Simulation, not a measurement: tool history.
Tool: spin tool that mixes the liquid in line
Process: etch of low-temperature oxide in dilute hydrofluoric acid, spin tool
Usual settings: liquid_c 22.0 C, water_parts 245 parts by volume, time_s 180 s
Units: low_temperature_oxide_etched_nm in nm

| run | day | liquid_c | water_parts | time_s | wafers since the last listed run | hours since the thermometer was replaced | hours since the hydrofluoric acid flow meter was replaced | hours since the gauge calibration | read-back film thickness of the low-temperature oxide reference wafer, read on the same gauge (nm) | low_temperature_oxide_etched_nm |
|---|---|---|---|---|---|---|---|---|---|---|
| 1 | 0.000 | 22.0 | 245 | 180 | 0 | 833.5 | 480.2 | 168.0 | 110.00 | 17.20 |
| 2 | 0.250 | 22.0 | 245 | 180 | 43 | 839.5 | 486.2 | 174.0 | 109.99 | 17.18 |
| 3 | 0.821 | 22.0 | 245 | 180 | 99 | 853.2 | 499.9 | 187.7 | 110.03 | 17.26 |
| 4 | 1.075 | 22.0 | 245 | 180 | 44 | 859.3 | 506.0 | 193.8 | 110.07 | 17.23 |
| 5 | 1.617 | 22.0 | 280 | 180 | 94 | 872.3 | 519.0 | 206.8 | 110.02 | 14.56 |
| 6 | 2.233 | 22.0 | 280 | 180 | 107 | 887.1 | 533.8 | 221.6 | 110.01 | 14.58 |
| 7 | 2.642 | 22.0 | 280 | 180 | 71 | 896.9 | 543.6 | 231.4 | 109.99 | 14.54 |
| 8 | 3.042 | 22.0 | 245 | 180 | 69 | 906.5 | 553.2 | 241.0 | 110.02 | 17.24 |
| 9 | 3.371 | 22.0 | 245 | 180 | 57 | 914.4 | 561.1 | 248.9 | 109.93 | 17.00 |
| 10 | 3.646 | 22.0 | 245 | 180 | 47 | 921.0 | 567.7 | 255.5 | 109.97 | 17.13 |
| 11 | 4.283 | 22.0 | 245 | 130 | 111 | 936.3 | 583.0 | 270.8 | 109.98 | 12.30 |
| 12 | 5.021 | 22.0 | 245 | 130 | 128 | 954.0 | 600.7 | 288.5 | 110.02 | 12.38 |
| 13 | 5.388 | 22.0 | 245 | 130 | 63 | 962.8 | 609.5 | 297.3 | 110.00 | 12.47 |
| 14 | 5.954 | 22.0 | 185 | 110 | 98 | 976.4 | 623.1 | 310.9 | 110.02 | 14.75 |
|  | 6.388 | gauge calibrated |
| 15 | 6.471 | 22.0 | 185 | 110 | 89 | 988.8 | 635.5 | 2.0 | 110.02 | 14.83 |
| 16 | 7.162 | 27.0 | 210 | 215 | 120 | 1005.4 | 652.1 | 18.6 | 110.02 | 29.71 |
| 17 | 7.833 | 18.5 | 170 | 180 | 116 | 1021.5 | 668.2 | 34.7 | 110.00 | 23.28 |
| 18 | 8.338 | 22.0 | 245 | 280 | 87 | 1033.6 | 680.3 | 46.8 | 109.94 | 26.61 |
| 19 | 8.662 | 26.0 | 315 | 135 | 56 | 1041.4 | 688.1 | 54.6 | 110.04 | 10.76 |
|  | 8.929 | hydrofluoric acid flow meter replaced |
|  | 9.446 | thermometer replaced |
| 20 | 9.467 | 18.0 | 310 | 265 | 125 | 0.5 | 12.9 | 73.9 | 110.03 | 16.21 |
| 21 | 9.708 | 23.5 | 280 | 280 | 42 | 6.3 | 18.7 | 79.7 | 110.06 | 23.81 |
| 22 | 10.450 | 22.0 | 245 | 180 | 129 | 24.1 | 36.5 | 97.5 | 109.97 | 16.97 |
| 23 | 10.975 | 22.0 | 215 | 180 | 91 | 36.7 | 49.1 | 110.1 | 109.96 | 20.14 |
| 24 | 11.262 | 25.5 | 330 | 180 | 50 | 43.6 | 56.0 | 117.0 | 110.03 | 13.20 |
| 25 | 11.525 | 22.0 | 245 | 180 | 45 | 49.9 | 62.3 | 123.3 | 110.00 | 17.14 |
| 26 | 11.925 | 25.5 | 155 | 180 | 69 | 59.5 | 71.9 | 132.9 | 109.95 | 33.86 |
| 27 | 12.646 | 18.0 | 245 | 150 | 125 | 76.8 | 89.2 | 150.2 | 109.98 | 12.29 |
| 28 | 13.354 | 19.0 | 130 | 145 | 123 | 93.8 | 106.2 | 167.2 | 110.02 | 26.13 |
| 29 | 14.008 | 19.5 | 285 | 180 | 113 | 109.5 | 121.9 | 182.9 | 109.97 | 13.04 |
| 30 | 14.429 | 22.0 | 175 | 130 | 73 | 119.6 | 132.0 | 193.0 | 110.00 | 18.58 |
| 31 | 14.721 | 22.0 | 245 | 180 | 50 | 126.6 | 139.0 | 200.0 | 110.01 | 17.17 |

3 ways to go on from here, each from the tool as it stands after run 31. What would each give?
| A | 14.742 | 22.0 | 245 | 180 | 3 | 127.1 | 139.5 | 200.5 | ? | ? |
| B | 14.742 | 22.0 | 245 | 75 | 3 | 127.1 | 139.5 | 200.5 | ? | ? |
| C | 14.742 | 22.0 | 130 | 180 | 3 | 127.1 | 139.5 | 200.5 | ? | ? |

| run | read-back film thickness of the low-temperature oxide reference wafer, read on the same gauge (nm) | low_temperature_oxide_etched_nm |
|---|---|---|
| A | 110.05 | 17.03 |
| B | 110.05 | 7.09 |
| C | 110.05 | 36.19 |
Without the tool's hidden state the same runs would have given:
| run | low_temperature_oxide_etched_nm |
|---|---|
| A | 17.03 |
| B | 7.09 |
| C | 36.19 |
